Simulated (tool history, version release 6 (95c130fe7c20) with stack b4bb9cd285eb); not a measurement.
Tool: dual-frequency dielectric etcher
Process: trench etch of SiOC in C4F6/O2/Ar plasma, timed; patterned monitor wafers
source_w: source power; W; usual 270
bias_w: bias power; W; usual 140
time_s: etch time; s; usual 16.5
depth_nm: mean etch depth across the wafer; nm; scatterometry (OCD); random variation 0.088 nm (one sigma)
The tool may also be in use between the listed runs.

run	hour	source_w	bias_w	time_s	wafers since the last listed run	hours since the last wet clean	hours since the last source power generator calibration	hours since the last bias power generator calibration	hours since the last upper electrode change	hours since the gauge calibration	read-back reference wafer on the same gauge, depth_nm	depth_nm
1	0.0	270	140	16.5	0	374.6	1365.7	2841.4	1028.9	842.3	28.18	25.40
# hour 40.4: gauge calibrated
# hour 84.0: wet clean of the chamber
2	84.5	270	140	16.5	669	0.5	1450.2	2925.9	1113.4	44.1	28.20	25.64
3	119.1	270	140	16.5	382	35.1	1484.8	2960.5	1148.0	78.7	28.17	25.71
4	159.2	270	140	16.5	443	75.2	1524.9	3000.6	1188.1	118.8	28.16	25.70
5	186.1	270	140	16.5	297	102.1	1551.8	3027.5	1215.0	145.7	28.21	25.69
6	218.5	270	140	16.5	358	134.5	1584.2	3059.9	1247.4	178.1	28.19	25.55
7	276.9	270	140	16.5	645	192.9	1642.6	3118.3	1305.8	236.5	28.20	25.55
8	346.2	270	140	16.5	766	262.2	1711.9	3187.6	1375.1	305.8	28.24	25.57
9	414.8	270	140	16.5	758	330.8	1780.5	3256.2	1443.7	374.4	28.19	25.27
10	452.0	270	140	16.5	411	368.0	1817.7	3293.4	1480.9	411.6	28.21	25.29
# hour 489.2: wet clean of the chamber
11	489.7	270	140	16.5	151	0.5	1855.4	3331.1	1518.6	449.3	28.22	25.64
# hour 505.7: bias power generator calibrated
12	534.3	270	140	16.5	449	45.1	1900.0	28.6	1563.2	493.9	28.22	25.68
13	579.2	240	163	16.5	496	90.0	1944.9	73.5	1608.1	538.8	28.21	25.73
14	611.3	210	157	16.5	355	122.1	1977.0	105.6	1640.2	570.9	28.24	23.88
15	681.6	220	140	13.5	777	192.4	2047.3	175.9	1710.5	641.2	28.22	19.08
16	718.3	320	140	18.5	405	229.1	2084.0	212.6	1747.2	677.9	28.21	30.54
# hour 790.9: source power generator calibrated
17	860.8	270	140	16.5	1531	371.6	69.9	355.1	1889.7	820.4	28.17	25.25
18	929.6	270	140	12.0	760	440.4	138.7	423.9	1958.5	889.2	28.19	18.40
# hour 958.2: wet clean of the chamber
# hour 970.6: gauge calibrated
# hour 1014.8: upper electrode replaced
19	1015.3	270	140	16.5	416	57.1	224.4	509.6	0.5	44.7	28.25	25.66
20	1056.7	270	140	16.5	457	98.5	265.8	551.0	41.9	86.1	28.20	25.72
21	1081.7	220	155	16.5	276	123.5	290.8	576.0	66.9	111.1	28.15	24.27
22	1150.2	270	140	14.5	757	192.0	359.3	644.5	135.4	179.6	28.21	22.42
23	1204.9	270	140	18.0	605	246.7	414.0	699.2	190.1	234.3	28.22	27.83
24	1245.5	270	140	16.5	449	287.3	454.6	739.8	230.7	274.9	28.20	25.22
25	1289.8	290	106	19.5	489	331.6	498.9	784.1	275.0	319.2	28.20	28.53

What the log doesn't show, run by run:
source power that arrives over what is set, %: 0 in every run
bias power that arrives over what is set, %: 0 in every run
gauge reads high (%): 0 in every run
H1: etch rate over this chamber's usual, %
run	H1
1	-1.39
2	-0.0137
3	-0.152
4	-0.312
5	-0.419
6	-0.549
7	-0.782
8	-1.06
9	-1.33
10	-1.48
11	-0.152
12	-0.33
13	-0.509
14	-0.637
15	-0.918
16	-1.06
17	-1.63
18	-1.91
19	-0.0574
20	-0.223
21	-0.323
22	-0.596
23	-0.815
24	-0.977
25	-1.15
